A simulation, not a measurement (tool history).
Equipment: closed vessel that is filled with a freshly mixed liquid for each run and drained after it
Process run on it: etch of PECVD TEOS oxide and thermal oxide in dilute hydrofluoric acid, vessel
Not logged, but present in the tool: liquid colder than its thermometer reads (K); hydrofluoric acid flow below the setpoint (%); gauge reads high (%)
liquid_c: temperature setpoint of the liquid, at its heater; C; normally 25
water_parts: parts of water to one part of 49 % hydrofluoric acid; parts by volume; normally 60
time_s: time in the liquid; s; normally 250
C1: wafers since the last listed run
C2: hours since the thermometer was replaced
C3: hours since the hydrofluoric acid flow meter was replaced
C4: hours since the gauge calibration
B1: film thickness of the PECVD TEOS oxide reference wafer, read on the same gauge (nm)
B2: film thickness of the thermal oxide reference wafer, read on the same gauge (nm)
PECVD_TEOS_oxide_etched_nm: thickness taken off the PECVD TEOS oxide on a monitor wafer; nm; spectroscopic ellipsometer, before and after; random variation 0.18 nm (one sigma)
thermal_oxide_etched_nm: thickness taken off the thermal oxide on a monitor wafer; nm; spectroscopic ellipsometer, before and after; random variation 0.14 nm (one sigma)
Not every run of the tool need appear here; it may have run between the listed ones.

{"run": 1, "hour": 0.0, "liquid_c": 25, "water_parts": 60, "time_s": 250, "C1": 0, "C2": 1048.5, "C3": 797.3, "C4": 640.6, "B1": 29.99, "B2": 29.99, "PECVD_TEOS_oxide_etched_nm": 39.13, "thermal_oxide_etched_nm": 19.64}
{"hour": 45.3, "done": "hydrofluoric acid flow meter replaced"}
{"run": 2, "hour": 184.6, "liquid_c": 25, "water_parts": 60, "time_s": 250, "C1": 21150, "C2": 1233.1, "C3": 139.3, "C4": 825.2, "B1": 30.02, "B2": 30, "PECVD_TEOS_oxide_etched_nm": 41.52, "thermal_oxide_etched_nm": 20.65}
{"run": 3, "hour": 283.5, "liquid_c": 25, "water_parts": 60, "time_s": 250, "C1": 11392, "C2": 1332, "C3": 238.2, "C4": 924.1, "B1": 30, "B2": 30.01, "PECVD_TEOS_oxide_etched_nm": 41.17, "thermal_oxide_etched_nm": 20.61}
{"hour": 332.8, "done": "gauge calibrated"}
{"run": 4, "hour": 378.0, "liquid_c": 25, "water_parts": 60, "time_s": 250, "C1": 10886, "C2": 1426.5, "C3": 332.7, "C4": 45.2, "B1": 30.03, "B2": 29.99, "PECVD_TEOS_oxide_etched_nm": 40.81, "thermal_oxide_etched_nm": 20.62}
{"run": 5, "hour": 469.5, "liquid_c": 25, "water_parts": 60, "time_s": 250, "C1": 10540, "C2": 1518, "C3": 424.2, "C4": 136.7, "B1": 29.99, "B2": 30.02, "PECVD_TEOS_oxide_etched_nm": 40.66, "thermal_oxide_etched_nm": 20.35}
{"run": 6, "hour": 532.9, "liquid_c": 25, "water_parts": 60, "time_s": 250, "C1": 7303, "C2": 1581.4, "C3": 487.6, "C4": 200.1, "B1": 29.99, "B2": 30, "PECVD_TEOS_oxide_etched_nm": 40.29, "thermal_oxide_etched_nm": 20.3}
{"run": 7, "hour": 849.3, "liquid_c": 25, "water_parts": 60, "time_s": 250, "C1": 36448, "C2": 1897.8, "C3": 804, "C4": 516.5, "B1": 29.99, "B2": 29.99, "PECVD_TEOS_oxide_etched_nm": 39.86, "thermal_oxide_etched_nm": 19.63}
{"run": 8, "hour": 894.5, "liquid_c": 25, "water_parts": 60, "time_s": 250, "C1": 5206, "C2": 1943, "C3": 849.2, "C4": 561.7, "B1": 30, "B2": 29.97, "PECVD_TEOS_oxide_etched_nm": 39.65, "thermal_oxide_etched_nm": 19.44}
{"hour": 913.7, "done": "hydrofluoric acid flow meter replaced"}
{"run": 9, "hour": 960.7, "liquid_c": 25, "water_parts": 60, "time_s": 250, "C1": 7510, "C2": 2009.2, "C3": 47, "C4": 627.9, "B1": 30.01, "B2": 29.97, "PECVD_TEOS_oxide_etched_nm": 37.94, "thermal_oxide_etched_nm": 18.77}
{"run": 10, "hour": 1031.8, "liquid_c": 25, "water_parts": 60, "time_s": 210, "C1": 8190, "C2": 2080.3, "C3": 118.1, "C4": 699, "B1": 30, "B2": 30.02, "PECVD_TEOS_oxide_etched_nm": 31.45, "thermal_oxide_etched_nm": 15.81}
{"run": 11, "hour": 1082.2, "liquid_c": 29, "water_parts": 60, "time_s": 250, "C1": 5805, "C2": 2130.7, "C3": 168.5, "C4": 749.4, "B1": 29.99, "B2": 29.97, "PECVD_TEOS_oxide_etched_nm": 44.26, "thermal_oxide_etched_nm": 22.25}
{"hour": 1169.1, "done": "thermometer replaced"}
{"run": 12, "hour": 1204.9, "liquid_c": 25, "water_parts": 60, "time_s": 250, "C1": 14019, "C2": 35.8, "C3": 291.2, "C4": 872.1, "B1": 30, "B2": 30, "PECVD_TEOS_oxide_etched_nm": 37.3, "thermal_oxide_etched_nm": 18.73}
{"run": 13, "hour": 1263.0, "liquid_c": 25, "water_parts": 85, "time_s": 250, "C1": 6692, "C2": 93.9, "C3": 349.3, "C4": 930.2, "B1": 30, "B2": 30.03, "PECVD_TEOS_oxide_etched_nm": 24.98, "thermal_oxide_etched_nm": 12.48}
{"run": 14, "hour": 1334.2, "liquid_c": 25, "water_parts": 60, "time_s": 250, "C1": 8202, "C2": 165.1, "C3": 420.5, "C4": 1001.4, "B1": 30, "B2": 30.03, "PECVD_TEOS_oxide_etched_nm": 36.79, "thermal_oxide_etched_nm": 18.29}
{"hour": 1347.4, "done": "hydrofluoric acid flow meter replaced, repeated, since the last time left the tool worse"}
{"hour": 1380.7, "done": "gauge calibrated"}
{"run": 15, "hour": 1438.0, "liquid_c": 25, "water_parts": 45, "time_s": 390, "C1": 11842, "C2": 268.9, "C3": 90.6, "C4": 57.3, "B1": 30.01, "B2": 29.98, "PECVD_TEOS_oxide_etched_nm": 88.61, "thermal_oxide_etched_nm": 43.86}
{"run": 16, "hour": 1510.2, "liquid_c": 20.5, "water_parts": 35, "time_s": 120, "C1": 8317, "C2": 341.1, "C3": 162.8, "C4": 129.5, "B1": 30.01, "B2": 30.01, "PECVD_TEOS_oxide_etched_nm": 29.3, "thermal_oxide_etched_nm": 14.55}
{"run": 17, "hour": 1577.3, "liquid_c": 20.5, "water_parts": 35, "time_s": 250, "C1": 7729, "C2": 408.2, "C3": 229.9, "C4": 196.6, "B1": 29.98, "B2": 29.96, "PECVD_TEOS_oxide_etched_nm": 60.69, "thermal_oxide_etched_nm": 30.62}
{"run": 18, "hour": 1752.3, "liquid_c": 25, "water_parts": 60, "time_s": 250, "C1": 20159, "C2": 583.2, "C3": 404.9, "C4": 371.6, "B1": 29.99, "B2": 29.96, "PECVD_TEOS_oxide_etched_nm": 40.66, "thermal_oxide_etched_nm": 20.5}

Predict each of these 3 candidate next runs independently; none follows another, all start after run 18:
{"run": "A", "hour": 1753.0, "liquid_c": 25, "water_parts": 60, "time_s": 250, "C1": 80, "C2": 583.9, "C3": 405.6, "C4": 372.3, "B1": "?", "B2": "?", "PECVD_TEOS_oxide_etched_nm": "?", "thermal_oxide_etched_nm": "?"}
{"run": "B", "hour": 1753.0, "liquid_c": 23.5, "water_parts": 90, "time_s": 315, "C1": 80, "C2": 583.9, "C3": 405.6, "C4": 372.3, "B1": "?", "B2": "?", "PECVD_TEOS_oxide_etched_nm": "?", "thermal_oxide_etched_nm": "?"}
{"run": "C", "hour": 1753.0, "liquid_c": 26.5, "water_parts": 60, "time_s": 250, "C1": 80, "C2": 583.9, "C3": 405.6, "C4": 372.3, "B1": "?", "B2": "?", "PECVD_TEOS_oxide_etched_nm": "?", "thermal_oxide_etched_nm": "?"}

run=A B1=30.01 B2=29.98 PECVD_TEOS_oxide_etched_nm=40.92 thermal_oxide_etched_nm=20.44
run=B B1=30.01 B2=29.98 PECVD_TEOS_oxide_etched_nm=31.11 thermal_oxide_etched_nm=15.54
run=C B1=30.01 B2=29.98 PECVD_TEOS_oxide_etched_nm=43.46 thermal_oxide_etched_nm=21.71
Stripped of hidden state, with their random variation kept, the same runs would have yielded:
run=A PECVD_TEOS_oxide_etched_nm=42.08 thermal_oxide_etched_nm=21.02
run=B PECVD_TEOS_oxide_etched_nm=32.01 thermal_oxide_etched_nm=15.99
run=C PECVD_TEOS_oxide_etched_nm=44.7 thermal_oxide_etched_nm=22.33
